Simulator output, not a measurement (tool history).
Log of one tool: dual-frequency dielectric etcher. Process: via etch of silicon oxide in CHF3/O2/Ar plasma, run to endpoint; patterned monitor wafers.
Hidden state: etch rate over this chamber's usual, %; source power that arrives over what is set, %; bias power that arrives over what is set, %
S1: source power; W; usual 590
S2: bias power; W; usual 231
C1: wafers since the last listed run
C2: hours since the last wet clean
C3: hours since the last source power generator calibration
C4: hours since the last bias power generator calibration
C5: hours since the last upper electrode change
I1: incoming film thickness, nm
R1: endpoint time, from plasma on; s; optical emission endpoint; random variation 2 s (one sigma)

run	hour	S1	S2	C1	C2	C3	C4	C5	I1	R1
1	0.0	660	200	0	313.6	3701.1	3130.8	3957.6	761.4	327.1
# hour 26.8: upper electrode replaced
2	27.3	590	231	18	340.9	3728.4	3158.1	0.5	766.6	336.9
3	41.8	590	231	80	355.4	3742.9	3172.6	15.0	770.9	339.3
4	59.3	680	231	97	372.9	3760.4	3190.1	32.5	767.6	324.8
5	82.9	680	231	131	396.5	3784.0	3213.7	56.1	770.9	320.1
6	108.6	680	231	142	422.2	3809.7	3239.4	81.8	762.2	321.7
7	143.3	650	231	192	456.9	3844.4	3274.1	116.5	769.9	323.8
8	161.6	650	231	101	475.2	3862.7	3292.4	134.8	756.8	318.9
# hour 189.0: wet clean of the chamber
9	189.5	650	231	21	0.5	3890.6	3320.3	162.7	768.4	341.2
# hour 217.5: bias power generator calibrated
10	218.0	590	231	136	29.0	3919.1	0.5	191.2	763.9	351.5
11	226.2	590	231	45	37.2	3927.3	8.7	199.4	768.7	349.4
12	254.2	680	208	155	65.2	3955.3	36.7	227.4	756.2	333.5
13	290.1	640	251	199	101.1	3991.2	72.6	263.3	772.2	335.9
14	311.6	590	231	119	122.6	4012.7	94.1	284.8	769.2	349.5
15	325.6	590	231	77	136.6	4026.7	108.1	298.8	760.4	345.3
# hour 355.8: source power generator calibrated
16	356.3	490	255	148	167.3	0.5	138.8	329.5	764.8	359.8
17	370.0	710	231	76	181.0	14.2	152.5	343.2	771.9	329.3
18	402.9	590	231	182	213.9	47.1	185.4	376.1	766.5	343.5
19	427.9	720	231	138	238.9	72.1	210.4	401.1	764.3	321.5
20	457.1	590	231	162	268.1	101.3	239.6	430.3	767.8	342.9
21	479.4	590	231	123	290.4	123.6	261.9	452.6	769.1	344.6
22	506.9	630	254	152	317.9	151.1	289.4	480.1	762.2	323.4
23	520.1	590	231	73	331.1	164.3	302.6	493.3	771.7	345.5
24	534.3	590	231	78	345.3	178.5	316.8	507.5	773.7	345.3
25	548.2	590	231	77	359.2	192.4	330.7	521.4	770.1	339.5
26	567.6	500	177	107	378.6	211.8	350.1	540.8	761.4	370.2
27	655.4	460	196	487	466.4	299.6	437.9	628.6	761.4	368.1
28	679.7	590	274	134	490.7	323.9	462.2	652.9	768.8	323.6
29	700.1	680	278	113	511.1	344.3	482.6	673.3	765.9	309.6
30	720.4	590	231	112	531.4	364.6	502.9	693.6	770.9	332.5
# hour 747.0: wet clean of the chamber
31	747.5	660	249	17	0.5	391.7	530.0	720.7	763.4	336.2
32	761.7	520	288	78	14.7	405.9	544.2	734.9	770.7	354.8
33	790.9	730	231	162	43.9	435.1	573.4	764.1	757.5	322.6
34	811.7	590	272	115	64.7	455.9	594.2	784.9	767.3	342.4

Forecast each of these 5 alternatives for the next run:
A	812.2	590	231	2	65.2	456.4	594.7	785.4	770.1	?
B	812.2	460	231	2	65.2	456.4	594.7	785.4	770.1	?
C	812.2	530	231	2	65.2	456.4	594.7	785.4	770.1	?
D	812.2	590	259	2	65.2	456.4	594.7	785.4	770.1	?
E	812.2	670	231	2	65.2	456.4	594.7	785.4	770.1	?

run	R1
A	356.8
B	385.2
C	369.0
D	349.5
E	342.7
Without the tool's hidden state the same runs would have given:
run	R1
A	355.6
B	383.9
C	367.7
D	348.3
E	341.5
